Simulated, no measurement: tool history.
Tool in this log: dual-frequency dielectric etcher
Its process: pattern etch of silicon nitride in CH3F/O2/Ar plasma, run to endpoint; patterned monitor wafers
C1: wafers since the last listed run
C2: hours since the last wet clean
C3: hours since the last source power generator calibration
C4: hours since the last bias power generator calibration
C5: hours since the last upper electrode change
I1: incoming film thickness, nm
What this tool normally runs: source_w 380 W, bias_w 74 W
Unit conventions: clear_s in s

Run 1, hour 0.0: usual settings; C1 0; C2 497.4; C3 817.3; C4 1789.7; C5 4549.8; I1 19.47. Result: clear_s 29.6 s.
Run 2, hour 63.4: usual settings; C1 553; C2 560.8; C3 880.7; C4 1853.1; C5 4613.2; I1 19.65. Result: clear_s 30.1 s.
Run 3, hour 117.0: usual settings but bias_w 78 W; C1 468; C2 614.4; C3 934.3; C4 1906.7; C5 4666.8; I1 19.76. Result: clear_s 30.2 s.
Run 4, hour 160.2: usual settings; C1 377; C2 657.6; C3 977.5; C4 1949.9; C5 4710.0; I1 19.32. Result: clear_s 29.9 s.
At hour 198.6: wet clean of the chamber.
Run 5, hour 212.3: usual settings but source_w 450 W; C1 245; C2 13.7; C3 1029.6; C4 2002.0; C5 4762.1; I1 19.42. Result: clear_s 26.9 s.
Run 6, hour 266.2: usual settings but source_w 450 W; C1 470; C2 67.6; C3 1083.5; C4 2055.9; C5 4816.0; I1 19.40. Result: clear_s 26.4 s.
Run 7, hour 336.5: usual settings; C1 614; C2 137.9; C3 1153.8; C4 2126.2; C5 4886.3; I1 19.36. Result: clear_s 28.9 s.
Run 8, hour 398.5: usual settings; C1 541; C2 199.9; C3 1215.8; C4 2188.2; C5 4948.3; I1 19.51. Result: clear_s 29.3 s.
At hour 468.0: upper electrode replaced.
Run 9, hour 468.5: usual settings but source_w 330 W; C1 401; C2 269.9; C3 1285.8; C4 2258.2; C5 0.5; I1 19.47. Result: clear_s 31.0 s.
Run 10, hour 509.6: usual settings but source_w 330 W, bias_w 61 W; C1 359; C2 311.0; C3 1326.9; C4 2299.3; C5 41.6; I1 19.55. Result: clear_s 33.0 s.
Run 11, hour 541.3: usual settings but source_w 430 W, bias_w 58 W; C1 276; C2 342.7; C3 1358.6; C4 2331.0; C5 73.3; I1 19.34. Result: clear_s 29.9 s.
Run 12, hour 571.7: usual settings but source_w 440 W; C1 265; C2 373.1; C3 1389.0; C4 2361.4; C5 103.7; I1 19.43. Result: clear_s 27.8 s.
Run 13, hour 632.1: usual settings; C1 527; C2 433.5; C3 1449.4; C4 2421.8; C5 164.1; I1 19.38. Result: clear_s 29.8 s.
At hour 782.7: bias power generator calibrated.
At hour 822.3: wet clean of the chamber.
Run 14, hour 832.0: usual settings but source_w 410 W, bias_w 68 W; C1 1501; C2 9.7; C3 1649.3; C4 49.3; C5 364.0; I1 19.79. Result: clear_s 28.8 s.
At hour 851.1: source power generator calibrated.
Run 15, hour 1038.8: usual settings; C1 1771; C2 216.5; C3 187.7; C4 256.1; C5 570.8; I1 19.50. Result: clear_s 28.9 s.
Run 16, hour 1087.8: usual settings but source_w 310 W; C1 428; C2 265.5; C3 236.7; C4 305.1; C5 619.8; I1 19.68. Result: clear_s 31.7 s.

Describe how what the log doesn't record of the tool's condition differs between the last listed run preceding each entry between runs and the first listed run following it.
Run 4 -> run 5: wet clean of the chamber (hour 198.6)
  etch rate over this chamber's usual, %: -4.98 -> -0.157
  measured result minus the result with no hidden state, clear_s: +1.5 -> +0.1 s
Run 8 -> run 9: upper electrode replaced (hour 468.0)
  etch rate over this chamber's usual, %: -1.59 -> -2.12
  measured result minus the result with no hidden state, clear_s: +0.5 -> +0.7 s
Run 13 -> run 14: bias power generator calibrated (hour 782.7); wet clean of the chamber (hour 822.3)
  etch rate over this chamber's usual, %: -3.38 -> 0.0274
  measured result minus the result with no hidden state, clear_s: +1.0 -> +0.0 s
Run 14 -> run 15: source power generator calibrated (hour 851.1)
  etch rate over this chamber's usual, %: 0.0274 -> -1.56
  measured result minus the result with no hidden state, clear_s: +0.0 -> +0.4 s

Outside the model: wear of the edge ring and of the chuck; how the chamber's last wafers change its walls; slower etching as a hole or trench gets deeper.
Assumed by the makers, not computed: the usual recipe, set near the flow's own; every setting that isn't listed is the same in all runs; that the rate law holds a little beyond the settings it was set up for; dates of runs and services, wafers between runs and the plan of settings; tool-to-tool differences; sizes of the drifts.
